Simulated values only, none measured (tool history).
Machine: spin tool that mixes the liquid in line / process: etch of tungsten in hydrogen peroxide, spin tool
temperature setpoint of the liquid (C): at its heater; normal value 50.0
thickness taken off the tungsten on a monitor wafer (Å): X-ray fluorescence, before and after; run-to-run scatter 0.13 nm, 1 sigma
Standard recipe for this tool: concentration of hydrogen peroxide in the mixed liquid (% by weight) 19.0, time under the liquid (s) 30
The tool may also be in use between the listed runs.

run,hour,temperature setpoint of the liquid (C),concentration of hydrogen peroxide in the mixed liquid (% by weight),time under the liquid (s),"read-back film thickness of the tungsten reference wafer, read on the same gauge (nm)",thickness taken off the tungsten on a monitor wafer (Å)
1,0.0,50.0,19.0,30,130.00,239.1
2,11.9,50.0,19.0,30,130.00,237.1
3,18.1,50.0,19.0,20,129.98,161.1
4,45.8,50.0,19.0,20,129.98,159.1
5,63.0,50.0,19.0,20,129.99,159.0
6,69.3,54.5,19.0,30,130.01,314.9
7,76.0,54.5,19.0,30,130.00,315.0
8,93.7,50.0,16.0,30,130.01,217.3
# hour 96.5: peroxide flow meter replaced
9,106.0,50.0,19.0,30,130.00,239.1
# hour 113.8: new drum of peroxide connected
10,114.3,50.0,19.0,20,130.02,163.5
11,124.9,55.0,16.0,25,129.99,255.2
# hour 129.2: gauge calibrated
12,137.8,47.0,17.0,50,130.02,321.6
# hour 142.1: heated supply line repaired
13,146.7,50.0,23.5,30,130.01,276.2
14,162.4,50.0,19.0,30,129.99,243.8
15,170.2,58.0,16.5,30,130.00,367.5
16,186.0,53.5,19.0,50,130.03,507.6
17,192.5,50.0,19.0,30,130.01,245.9
18,202.0,56.0,19.0,15,129.98,175.6
# hour 209.4: thermometer replaced
19,209.9,50.0,19.0,30,129.99,243.1
20,225.2,47.5,19.0,45,129.99,312.7
21,241.1,50.0,19.0,30,130.01,243.3
22,257.5,50.0,17.0,30,130.01,230.5
23,273.8,60.0,22.0,30,129.99,475.0
24,280.2,56.0,20.5,45,130.00,541.4
25,288.0,54.0,22.5,30,129.97,335.3

The tool's hidden state at each run:
liquid hotter than its thermometer reads (K): 0 in every run
peroxide flow below the setpoint (%): 0 in every run
temperature lost on the way to the wafer (K): 0 in every run
gauge reads high (%): 0 in every run
H1: peroxide weaker than its label (%)
run,H1
1,6.9
2,7.07
3,7.16
4,7.56
5,7.8
6,7.89
7,7.99
8,8.24
9,8.42
10,0.827
11,0.979
12,1.16
13,1.29
14,1.52
15,1.63
16,1.85
17,1.95
18,2.08
19,2.19
20,2.41
21,2.64
22,2.88
23,3.11
24,3.2
25,3.31

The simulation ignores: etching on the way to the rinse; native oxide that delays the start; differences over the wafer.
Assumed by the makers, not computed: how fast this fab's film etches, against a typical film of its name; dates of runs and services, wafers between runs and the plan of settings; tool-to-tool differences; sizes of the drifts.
